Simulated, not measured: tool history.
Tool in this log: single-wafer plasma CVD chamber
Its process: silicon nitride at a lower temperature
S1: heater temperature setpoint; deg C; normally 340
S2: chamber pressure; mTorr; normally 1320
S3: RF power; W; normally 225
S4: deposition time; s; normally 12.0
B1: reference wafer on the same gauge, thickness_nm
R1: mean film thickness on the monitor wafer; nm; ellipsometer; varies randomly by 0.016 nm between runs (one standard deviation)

run 1 hour=0.0 | S1=340 S2=1480 S3=190 S4=12.0 | B1=11.408 | R1=8.505
run 2 hour=19.7 | S1=340 S2=1480 S3=190 S4=12.0 | B1=11.402 | R1=8.497
run 3 hour=46.7 | S1=340 S2=1320 S3=225 S4=12.0 | B1=11.402 | R1=9.881
run 4 hour=77.6 | S1=340 S2=1320 S3=225 S4=12.0 | B1=11.394 | R1=9.916
run 5 hour=95.0 | S1=340 S2=1320 S3=225 S4=12.0 | B1=11.397 | R1=9.894
run 6 hour=169.3 | S1=343 S2=1320 S3=225 S4=10.7 | B1=11.400 | R1=8.832
-- hour=207.3 thermocouple changed; heater temperature recalibrated
run 7 hour=207.8 | S1=340 S2=1320 S3=225 S4=10.6 | B1=11.404 | R1=8.717
-- hour=225.8 showerhead replaced
run 8 hour=261.0 | S1=340 S2=1320 S3=225 S4=10.6 | B1=11.403 | R1=8.730
run 9 hour=289.9 | S1=340 S2=1390 S3=225 S4=12.0 | B1=11.407 | R1=9.971
run 10 hour=308.2 | S1=340 S2=1390 S3=225 S4=12.0 | B1=11.399 | R1=10.002
-- hour=327.3 RF generator calibrated
run 11 hour=332.8 | S1=340 S2=1390 S3=225 S4=12.0 | B1=11.402 | R1=10.465
run 12 hour=350.5 | S1=340 S2=1060 S3=225 S4=10.3 | B1=11.398 | R1=8.589
-- hour=351.6 gauge calibrated
run 13 hour=364.6 | S1=340 S2=1320 S3=225 S4=12.0 | B1=11.398 | R1=10.327
run 14 hour=387.8 | S1=340 S2=1320 S3=225 S4=14.3 | B1=11.392 | R1=12.248
run 15 hour=403.1 | S1=340 S2=1320 S3=250 S4=13.2 | B1=11.399 | R1=12.503
run 16 hour=438.1 | S1=327 S2=1060 S3=200 S4=13.4 | B1=11.397 | R1=9.921
run 17 hour=471.3 | S1=340 S2=1560 S3=225 S4=12.0 | B1=11.395 | R1=10.564
run 18 hour=496.9 | S1=346 S2=1320 S3=210 S4=10.2 | B1=11.402 | R1=8.140
-- hour=522.9 capacitance manometer re-zeroed and calibrated
run 19 hour=524.1 | S1=351 S2=1170 S3=205 S4=13.2 | B1=11.396 | R1=10.037
run 20 hour=549.9 | S1=340 S2=1320 S3=225 S4=12.0 | B1=11.400 | R1=10.232
run 21 hour=589.8 | S1=340 S2=1320 S3=235 S4=12.0 | B1=11.396 | R1=10.648
run 22 hour=618.2 | S1=334 S2=1640 S3=225 S4=10.7 | B1=11.403 | R1=9.468
run 23 hour=654.0 | S1=340 S2=1410 S3=225 S4=12.0 | B1=11.397 | R1=10.301
run 24 hour=685.0 | S1=340 S2=1320 S3=265 S4=13.9 | B1=11.397 | R1=13.688
run 25 hour=706.1 | S1=352 S2=1150 S3=240 S4=12.0 | B1=11.397 | R1=10.524
run 26 hour=721.3 | S1=326 S2=1320 S3=225 S4=12.0 | B1=11.404 | R1=10.227
run 27 hour=735.7 | S1=331 S2=1500 S3=265 S4=10.8 | B1=11.399 | R1=10.886
run 28 hour=766.9 | S1=340 S2=1320 S3=225 S4=12.0 | B1=11.405 | R1=10.192
run 29 hour=798.0 | S1=340 S2=1320 S3=225 S4=12.0 | B1=11.405 | R1=10.138

Alternative continuations, all from the tool just after run 29; predict every row:
run A hour=798.4 | S1=340 S2=1490 S3=225 S4=12.0 | B1=? | R1=?
run B hour=798.4 | S1=336 S2=990 S3=255 S4=10.9 | B1=? | R1=?
run C hour=798.4 | S1=331 S2=1590 S3=185 S4=11.1 | B1=? | R1=?
run D hour=798.4 | S1=332 S2=1490 S3=225 S4=12.0 | B1=? | R1=?

run=A B1=11.401 R1=10.352
run=B B1=11.401 R1=9.924
run=C B1=11.401 R1=7.944
run=D B1=11.401 R1=10.382
What these runs would have given with no unlogged condition in the tool:
run=A R1=10.588
run=B R1=10.140
run=C R1=8.134
run=D R1=10.619
